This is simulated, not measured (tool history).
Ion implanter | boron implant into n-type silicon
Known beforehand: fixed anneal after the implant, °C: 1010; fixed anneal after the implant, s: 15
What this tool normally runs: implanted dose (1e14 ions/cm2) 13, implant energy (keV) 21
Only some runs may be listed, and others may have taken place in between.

run	hour	implanted dose (1e14 ions/cm2)	implant energy (keV)	read-back reference wafer on the same gauge, sheet resistance	sheet resistance of the implanted and annealed layer (ohm/square)
1	0	13	21	75.27	90.23
2	39.2	13	21	75.09	90.29
3	65.2	13	21	75.11	90.66
4	133.4	13	21	74.97	89.58
5	174.1	13	21	74.93	90.43
6	228	13	21	74.79	89.49
7	299.1	13	21	74.52	89.26
8	366.4	13	21	74.4	89.54
9	407.3	13	21	74.28	88.67
10	449.6	13	21	74.03	89.67
# hour 525.4: Faraday cup replaced and dose calibrated
11	525.9	13	21	73.85	89.11
12	562.9	13	21	73.8	89.69
13	610.6	13	21	73.62	88.58
14	643.1	13	21	73.73	89.17
15	671.9	13	21	73.46	88.93
# hour 687.7: gauge calibrated
16	722.8	15.71	21	75.97	80.38
17	779.7	13	18.5	75.75	93.19
18	821.7	11.68	17.5	75.82	100.72
# hour 862: extraction supply calibrated
19	873.6	15.54	25	75.68	78.26
20	974.2	13	21	75.32	90.54
21	1023.7	14.81	17.5	75.25	84.9
22	1053.7	15.38	24	75.06	78.95
23	1104.1	13	21	74.96	90.07
24	1139.8	13	21	74.83	90.12
25	1185	9.79	25.5	74.81	110.53
26	1214.9	13	21	74.59	90.5
27	1275.7	11.68	17.5	74.49	99.6
28	1300.8	10.31	24	74.47	106.85
29	1367.2	13	21	74.46	89.39
30	1416.9	16.04	18.5	74.2	79.46
31	1467.8	13	21	73.96	89.59
32	1511.9	10.29	25	74.03	104.85
33	1537.4	15.88	15	73.94	84.6
34	1591.9	13	21	73.88	88.74
35	1638.8	14.7	16.5	73.71	85.06
36	1684.9	14.36	16.5	73.62	86.39

Consider 5 possible next runs. They are alternatives, not a sequence: every one starts from the tool as it was left by run 36. What does each give?
A	1685.3	13	21	?	?
B	1685.3	13	17	?	?
C	1685.3	9.99	15	?	?
D	1685.3	9.72	25	?	?
E	1685.3	14.71	26	?	?

run	read-back reference wafer on the same gauge, sheet resistance	sheet resistance of the implanted and annealed layer (ohm/square)
A	73.56	88.87
B	73.56	91.89
C	73.56	113.51
D	73.56	109.95
E	73.56	79.14
With no hidden state in the tool, these same runs would have given:
run	sheet resistance of the implanted and annealed layer (ohm/square)
A	92.32
B	95.46
C	117.92
D	114.22
E	82.22

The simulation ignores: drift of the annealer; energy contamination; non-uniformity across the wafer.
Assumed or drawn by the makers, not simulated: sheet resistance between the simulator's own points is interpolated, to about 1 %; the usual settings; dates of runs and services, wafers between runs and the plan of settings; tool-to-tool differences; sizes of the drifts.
